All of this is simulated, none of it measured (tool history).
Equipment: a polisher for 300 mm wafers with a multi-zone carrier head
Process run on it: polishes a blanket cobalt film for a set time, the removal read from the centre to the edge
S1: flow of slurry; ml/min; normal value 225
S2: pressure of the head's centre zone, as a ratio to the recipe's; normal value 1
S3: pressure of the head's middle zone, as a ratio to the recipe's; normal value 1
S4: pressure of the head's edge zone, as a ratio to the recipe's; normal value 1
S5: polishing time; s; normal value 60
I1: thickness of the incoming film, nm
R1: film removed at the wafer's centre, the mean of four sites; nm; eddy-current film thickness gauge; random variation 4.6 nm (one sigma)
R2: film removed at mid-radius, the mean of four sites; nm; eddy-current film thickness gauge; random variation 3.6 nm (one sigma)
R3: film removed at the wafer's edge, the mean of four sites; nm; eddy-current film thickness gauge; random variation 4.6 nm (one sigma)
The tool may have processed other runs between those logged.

run    day   S1    S2    S3    S4  S5     I1     R1     R2     R3
  1      0  225  0.93     1     1  60  844.9  260.5    284  294.2
  2  0.342  225     1     1     1  60  834.2  278.2  280.5  299.3
     0.758  -- edge zone pressure recalibrated
     0.838  -- carrier head's membrane replaced by a new one
  3  1.083  225     1     1     1  60  838.2  282.6  280.8  291.4
     1.175  -- slurry nozzle cleaned
  4  1.638  225     1     1     1  60  833.8  301.1  313.7  312.7
  5  2.104  225     1     1     1  60  848.8  313.2  317.4  321.2
  6  2.796  225     1     1     1  60  844.9  314.9  304.1  310.9
  7  4.646  225     1     1     1  60  857.3  309.9  307.9  311.9
  8    4.9  285     1     1     1  60  838.1  319.7  317.6  316.4
  9  5.262  195     1     1     1  70  836.2  346.5  343.6  355.9
 10  5.533  225  0.92  0.95  1.06  67  841.8  312.8  328.1  345.4
 11  6.117  225  0.93  0.96     1  60  841.4  279.9  291.1  314.6
 12   6.55  150     1     1  1.06  40  851.7  175.9    182  195.3
 13  6.862  225     1     1     1  80    866  391.1  396.3  410.4

Estimate the outcome of run 14 from the log above:
     7.217  -- worn pad replaced by a new one
 14  7.454  225   1   1   1  79  861.3   ?   ?   ?

{"run 14": {"R1": 389.2, "R2": 400.4, "R3": 408.3}}
If the tool had no hidden condition, the same run with the same run-to-run variation would have returned R1 413.2 nm, R2 422.5 nm, R3 424.9 nm.
